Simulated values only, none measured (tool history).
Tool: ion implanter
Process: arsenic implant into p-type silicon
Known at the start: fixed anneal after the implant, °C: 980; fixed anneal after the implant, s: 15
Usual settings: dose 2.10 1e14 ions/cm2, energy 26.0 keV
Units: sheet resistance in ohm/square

run   hour  dose  energy  wafers since the last listed run  hours since the last dose calibration  hours since the extraction supply was calibrated  hours since the gauge calibration  read-back reference wafer on the same gauge, sheet resistance  sheet resistance
  1    0.0  1.82    32.5                                 0                                 1231.2                                            5870.0                              203.0                                                         364.14            426.05
  2    8.0  1.82    32.5                               118                                 1239.2                                            5878.0                              211.0                                                         364.04            426.01
  3   18.8  2.10    26.0                               160                                 1250.0                                            5888.8                              221.8                                                         363.88            397.98
  4   30.1  2.10    26.0                               167                                 1261.3                                            5900.1                              233.1                                                         364.04            397.76
  5   46.4  2.10    26.0                               241                                 1277.6                                            5916.4                              249.4                                                         364.04            396.65
  6   54.5  2.36    32.5                               120                                 1285.7                                            5924.5                              257.5                                                         364.09            352.23
  7   68.3  2.36    32.5                               204                                 1299.5                                            5938.3                              271.3                                                         363.99            352.00
  8   85.5  2.10    31.0                               255                                 1316.7                                            5955.5                              288.5                                                         363.98            385.09
  9   97.5  2.10    31.0                               178                                 1328.7                                            5967.5                              300.5                                                         363.85            385.69
      99.8  -- gauge calibrated
 10  110.4  2.10    31.0                               191                                 1341.6                                            5980.4                               10.6                                                         364.00            385.00
 11  117.7  1.83    26.0                               108                                 1348.9                                            5987.7                               17.9                                                         363.94            438.23
 12  134.6  1.83    26.0                               250                                 1365.8                                            6004.6                               34.8                                                         364.01            436.73
 13  144.3  2.35    20.5                               143                                 1375.5                                            6014.3                               44.5                                                         363.97            376.80
 14  150.4  1.88    19.0                                90                                 1381.6                                            6020.4                               50.6                                                         363.84            449.37
 15  158.5  2.10    31.0                               120                                 1389.7                                            6028.5                               58.7                                                         363.93            384.35
 16  169.2  2.10    26.0                               158                                 1400.4                                            6039.2                               69.4                                                         364.01            396.06
 17  183.3  2.10    23.0                               209                                 1414.5                                            6053.3                               83.5                                                         363.89            402.42
     200.6  -- Faraday cup replaced and dose calibrated
 18  201.1  2.30    33.5                               145                                    0.5                                            6071.1                              101.3                                                         363.90            364.58
     219.1  -- extraction supply calibrated
 19  229.4  2.36    32.5                               301                                   28.8                                              10.3                              129.6                                                         364.13            358.81
 20  241.5  1.59    34.0                               179                                   40.9                                              22.4                              141.7                                                         364.01            471.32
 21  247.5  2.28    26.0                                89                                   46.9                                              28.4                              147.7                                                         364.10            381.07
 22  259.2  1.88    19.0                               173                                   58.6                                              40.1                              159.4                                                         364.00            460.31
 23  294.4  2.10    30.5                               522                                   93.8                                              75.3                              194.6                                                         363.93            394.87
 24  303.6  2.59    29.5                               136                                  103.0                                              84.5                              203.8                                                         364.08            340.33
 25  319.6  2.10    28.5                               237                                  119.0                                             100.5                              219.8                                                         363.92            398.53

Some steps in sheet resistance between neighbouring runs. How much of each would the tool show without its hidden state too (settings, what came in, random variation), and how much is left for the hidden state, with any gauge scatter that isn't in both results?
The hidden state here: deviation of the true dose from the Faraday cup's reading, %; deviation of the true energy from its setpoint, %; gauge reads high (%).
Run 13 -> 14: dose 2.35 -> 1.88, energy 20.5 -> 19.0. sheet resistance +72.57 ohm/square: hidden state -2.31, all else +74.88.
Run 17 -> 18: dose 2.10 -> 2.30, energy 23.0 -> 33.5, Faraday cup replaced and dose calibrated. sheet resistance -37.84 ohm/square: hidden state +10.33, all else -48.17.
Run 19 -> 20: dose 2.36 -> 1.59, energy 32.5 -> 34.0. sheet resistance +112.51 ohm/square: hidden state -0.84, all else +113.35.
Run 20 -> 21: dose 1.59 -> 2.28, energy 34.0 -> 26.0. sheet resistance -90.25 ohm/square: hidden state +0.62, all else -90.87.

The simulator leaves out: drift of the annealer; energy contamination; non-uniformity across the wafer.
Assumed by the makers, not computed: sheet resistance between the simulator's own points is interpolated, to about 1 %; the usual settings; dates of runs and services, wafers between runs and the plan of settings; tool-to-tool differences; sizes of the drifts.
